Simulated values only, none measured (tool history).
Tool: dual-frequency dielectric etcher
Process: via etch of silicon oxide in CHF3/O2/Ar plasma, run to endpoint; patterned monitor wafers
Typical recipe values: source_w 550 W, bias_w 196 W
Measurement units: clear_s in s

run    hour  source_w  bias_w  incoming incoming film thickness, nm  clear_s
  1       0       550     161                                 627.8    328.7
  2    97.3       550     161                                 622.9      328
  3     194       550     178                                 628.9    327.9
  4   243.9       550     196                                 622.8    319.4
  5   288.3       550     165                                 624.2    330.1
  6   366.1       550     165                                 628.7    335.4
  7   423.9       550     165                                 630.7    336.8
  8   506.6       550     196                                 629.5    327.6
        550  -- wet clean of the chamber
  9   557.8       550     196                                 629.2    319.3
 10   610.1       550     196                                   630    320.2
 11   684.1       600     233                                 636.2    300.1
      948.9  -- bias power generator calibrated
      970.9  -- source power generator calibrated
 12     989       670     177                                 628.7    301.9
     1037.3  -- wet clean of the chamber
 13    1045       680     196                                 628.2    287.6
     1119.6  -- upper electrode replaced
 14  1150.2       650     224                                 630.4    289.8
 15  1187.7       480     234                                 627.8    334.5
 16  1233.4       660     176                                 627.7    299.8
 17  1272.7       610     196                                 631.1    307.9
 18  1375.2       610     219                                 626.1    300.9
 19  1424.3       550     196                                 633.8    328.5

Predict each of these 5 candidate next runs independently; none follows another, all start after run 19:
  A  1424.8       550     196                                   626        ?
  B  1424.8       440     218                                   626        ?
  C  1424.8       550     245                                   626        ?
  D  1424.8       440     159                                   626        ?
  E  1424.8       550     222                                   626        ?

run  clear_s
  A    323.9
  B    357.7
  C    310.9
  D    377.4
  E    316.8
Stripped of hidden state, with their random variation kept, the same runs would have yielded:
run  clear_s
  A      316
  B    349.1
  C    303.4
  D    368.3
  E    309.1

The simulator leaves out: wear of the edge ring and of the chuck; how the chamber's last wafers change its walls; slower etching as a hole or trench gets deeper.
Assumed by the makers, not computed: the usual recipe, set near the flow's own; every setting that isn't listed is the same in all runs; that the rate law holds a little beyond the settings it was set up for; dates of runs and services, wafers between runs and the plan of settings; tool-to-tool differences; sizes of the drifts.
